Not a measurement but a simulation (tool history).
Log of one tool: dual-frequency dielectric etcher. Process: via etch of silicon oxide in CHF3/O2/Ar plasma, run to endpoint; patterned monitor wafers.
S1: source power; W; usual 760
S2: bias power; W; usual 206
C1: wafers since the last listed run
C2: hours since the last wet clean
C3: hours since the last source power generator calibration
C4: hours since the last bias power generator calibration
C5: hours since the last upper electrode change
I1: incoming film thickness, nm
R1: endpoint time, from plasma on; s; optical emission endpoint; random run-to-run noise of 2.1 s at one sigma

run   hour   S1   S2   C1     C2      C3      C4      C5     I1     R1
  1      0  760  190    0  150.3  4283.9  3144.7  4193.8  481.1  245.1
  2    6.8  760  188   40  157.1  4290.7  3151.5  4200.6  478.4  245.4
  3   23.7  760  188  100    174  4307.6  3168.4  4217.5  476.6  242.8
  4   51.7  760  188  167    202  4335.6  3196.4  4245.5  476.6  243.1
  5   61.5  760  230   58  211.8  4345.4  3206.2  4255.3  474.9  224.4
  6   71.3  760  230   58  221.6  4355.2    3216  4265.1  475.2  224.9
  7   87.6  760  206   97  237.9  4371.5  3232.3  4281.4  474.7  230.2
  8  105.5  760  206  106  255.8  4389.4  3250.2  4299.3  479.6  235.5
  9  115.3  760  206   58  265.6  4399.2    3260  4309.1  475.5  229.3
 10  128.3  760  206   77  278.6  4412.2    3273  4322.1  475.4  229.8
 11  144.2  810  222   94  294.5  4428.1  3288.9    4338  481.2  223.1
 12  155.8  830  206   69  306.1  4439.7  3300.5  4349.6  478.4  225.1
 13  167.1  830  206   67  317.4    4451  3311.8  4360.9    479  223.4
 14  180.6  830  206   80  330.9  4464.5  3325.3  4374.4  473.8  222.7
 15  192.3  760  206   69  342.6  4476.2    3337  4386.1  483.4  233.1
     218.8  -- wet clean of the chamber
     222.9  -- source power generator calibrated
 16  223.4  760  206   18    4.6     0.5  3368.1  4417.2  476.8  237.5
 17  223.9  810  172    2    5.1       1  3368.6  4417.7  473.8    248
 18  228.2  640  206   25    9.4     5.3  3372.9    4422  474.5  252.6
 19  235.8  650  228   45     17    12.9  3380.5  4429.6  474.2  241.4
 20  242.8  760  206   41     24    19.9  3387.5  4436.6  469.7  232.6
 21    251  760  206   48   32.2    28.1  3395.7  4444.8    474  235.3
 22    263  760  191   71   44.2    40.1  3407.7  4456.8  474.2    247
       269  -- bias power generator calibrated
     310.7  -- upper electrode replaced
 23  311.2  810  240  120   92.4    88.3    42.2     0.5  477.3  219.5
 24  311.6  880  191    2   92.8    88.7    42.6     0.9    477  232.8
 25  328.5  610  189  100  109.7   105.6    59.5    17.8    473  260.9
 26  367.1  820  258  230  148.3   144.2    98.1    56.4  474.9  205.2
 27  384.2  760  206  102  165.4   161.3   115.2    73.5  480.1  233.7
 28  398.3  640  166   84  179.5   175.4   129.3    87.6  478.8  268.5

State the hidden condition of the tool at each of the runs:
source power that arrives over what is set, %: 0 in every run
bias power that arrives over what is set, %: 0 in every run
H1: etch rate over this chamber's usual, %
run     H1
  1   2.01
  2    2.1
  3   2.32
  4    2.7
  5   2.83
  6   2.96
  7   3.17
  8   3.41
  9   3.54
 10   3.71
 11   3.93
 12   4.08
 13   4.23
 14   4.41
 15   4.57
 16  0.532
 17  0.539
 18  0.596
 19  0.697
 20   0.79
 21    0.9
 22   1.06
 23    1.7
 24   1.71
 25   1.93
 26   2.44
 27   2.67
 28   2.86

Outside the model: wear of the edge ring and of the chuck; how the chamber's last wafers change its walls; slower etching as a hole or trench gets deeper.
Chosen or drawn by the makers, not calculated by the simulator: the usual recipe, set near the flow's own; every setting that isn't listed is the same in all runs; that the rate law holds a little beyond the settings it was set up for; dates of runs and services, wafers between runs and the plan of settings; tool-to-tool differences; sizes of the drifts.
